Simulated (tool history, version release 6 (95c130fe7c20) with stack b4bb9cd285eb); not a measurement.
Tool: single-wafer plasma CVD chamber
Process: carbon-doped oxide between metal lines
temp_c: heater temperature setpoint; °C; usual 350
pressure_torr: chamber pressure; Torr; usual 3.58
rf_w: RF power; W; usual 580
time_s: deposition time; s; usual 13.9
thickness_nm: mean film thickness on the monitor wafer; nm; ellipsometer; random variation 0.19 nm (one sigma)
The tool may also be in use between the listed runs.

run	hour	temp_c	pressure_torr	rf_w	time_s	wafers since the last listed run	hours since the last thermocouple change	hours since the last RF generator calibration	hours since the last manometer calibration	hours since the showerhead was replaced	hours since the gauge calibration	read-back reference wafer on the same gauge, thickness_nm	thickness_nm
1	0	350	3.58	580	13.9	0	647.6	2169.8	1115.7	2533.2	55.1	73.605	67.825
2	10.9	350	3.58	580	13.9	348	658.5	2180.7	1126.6	2544.1	66	73.534	67.72
3	17.9	359	3.58	580	13.9	223	665.5	2187.7	1133.6	2551.1	73	73.527	65.864
4	25.9	359	3.58	580	13.9	255	673.5	2195.7	1141.6	2559.1	81	73.649	65.639
5	33.6	350	3.58	580	13.9	246	681.2	2203.4	1149.3	2566.8	88.7	73.679	67.396
6	45.8	350	3.58	580	13.9	389	693.4	2215.6	1161.5	2579	100.9	73.562	67.54
7	55.6	350	3.58	580	13.9	313	703.2	2225.4	1171.3	2588.8	110.7	73.584	67.762
8	67.3	350	3.58	580	13.9	373	714.9	2237.1	1183	2600.5	122.4	73.529	67.722
9	79.3	350	3.58	580	13.9	383	726.9	2249.1	1195	2612.5	134.4	73.528	67.476
# hour 107.4: RF generator calibrated
10	107.9	350	3.58	580	13.9	658	755.5	0.5	1223.6	2641.1	163	73.596	70.728
11	117.8	340	4.22	630	11.7	316	765.4	10.4	1233.5	2651	172.9	73.61	66.718
12	134	344	3.58	580	12.7	517	781.6	26.6	1249.7	2667.2	189.1	73.646	66.102
# hour 142.4: capacitance manometer re-zeroed and calibrated
13	146.1	365	3.97	480	12.4	131	793.7	38.7	3.7	2679.3	201.2	73.651	53.371
14	161.1	350	3.58	580	13.9	479	808.7	53.7	18.7	2694.3	216.2	73.546	71.061
# hour 180.1: showerhead replaced
15	180.6	361	2.8	615	13.9	367	828.2	73.2	38.2	0.5	235.7	73.679	69.988
# hour 189.1: thermocouple changed; heater temperature recalibrated
16	189.8	362	3.58	580	11.7	38	0.7	82.4	47.4	9.7	244.9	73.615	57.71
17	200.6	358	3.88	550	15.4	345	11.5	93.2	58.2	20.5	255.7	73.629	74.41
18	217.1	350	4.29	580	13.9	527	28	109.7	74.7	37	272.2	73.515	72.11
19	234.9	336	2.7	655	12.7	568	45.8	127.5	92.5	54.8	290	73.588	72.681
20	248.3	350	3.58	495	16.3	428	59.2	140.9	105.9	68.2	303.4	73.635	73.409
21	255.7	336	3.58	580	15.1	236	66.6	148.3	113.3	75.6	310.8	73.63	80.546
22	267.1	350	4.4	580	13.9	364	78	159.7	124.7	87	322.2	73.574	72.771
# hour 274: gauge calibrated
23	284.3	336	3.58	580	15.1	549	95.2	176.9	141.9	104.2	10.3	73.556	80.562
24	294.4	360	3.58	475	14.8	322	105.3	187	152	114.3	20.4	73.623	62.874
25	303.8	350	3.58	580	13.9	300	114.7	196.4	161.4	123.7	29.8	73.603	70.99
26	319.2	350	3.14	580	15.1	492	130.1	211.8	176.8	139.1	45.2	73.69	75.88
27	329.3	350	3.58	580	11.5	322	140.2	221.9	186.9	149.2	55.3	73.65	58.727
28	356.8	350	3.58	580	13.9	878	167.7	249.4	214.4	176.7	82.8	73.52	70.637
29	366.6	340	3.11	540	16.3	313	177.5	259.2	224.2	186.5	92.6	73.596	80.458
30	381.6	350	3.58	580	13.9	479	192.5	274.2	239.2	201.5	107.6	73.642	71.071

Measured less the same run without the tool's hidden state. The same run-to-run variation is in both; the gauge's scatter may not be:
The hidden state here: wafer temperature above the value expected at the setpoint (K); delivered RF power above the setpoint (%); true pressure above the setpoint (%); gauge reads high (%).
run	thickness_nm
1	-3.314
2	-3.341
3	-3.271
4	-3.284
5	-3.395
6	-3.441
7	-3.483
8	-3.519
9	-3.543
10	-0.233
11	-0.22
12	-0.218
13	-0.185
14	-0.235
15	-0.234
16	-0.193
17	-0.258
18	-0.245
19	-0.244
20	-0.267
21	-0.281
22	-0.256
23	-0.287
24	-0.238
25	-0.259
26	-0.28
27	-0.22
28	-0.272
29	-0.322
30	-0.282

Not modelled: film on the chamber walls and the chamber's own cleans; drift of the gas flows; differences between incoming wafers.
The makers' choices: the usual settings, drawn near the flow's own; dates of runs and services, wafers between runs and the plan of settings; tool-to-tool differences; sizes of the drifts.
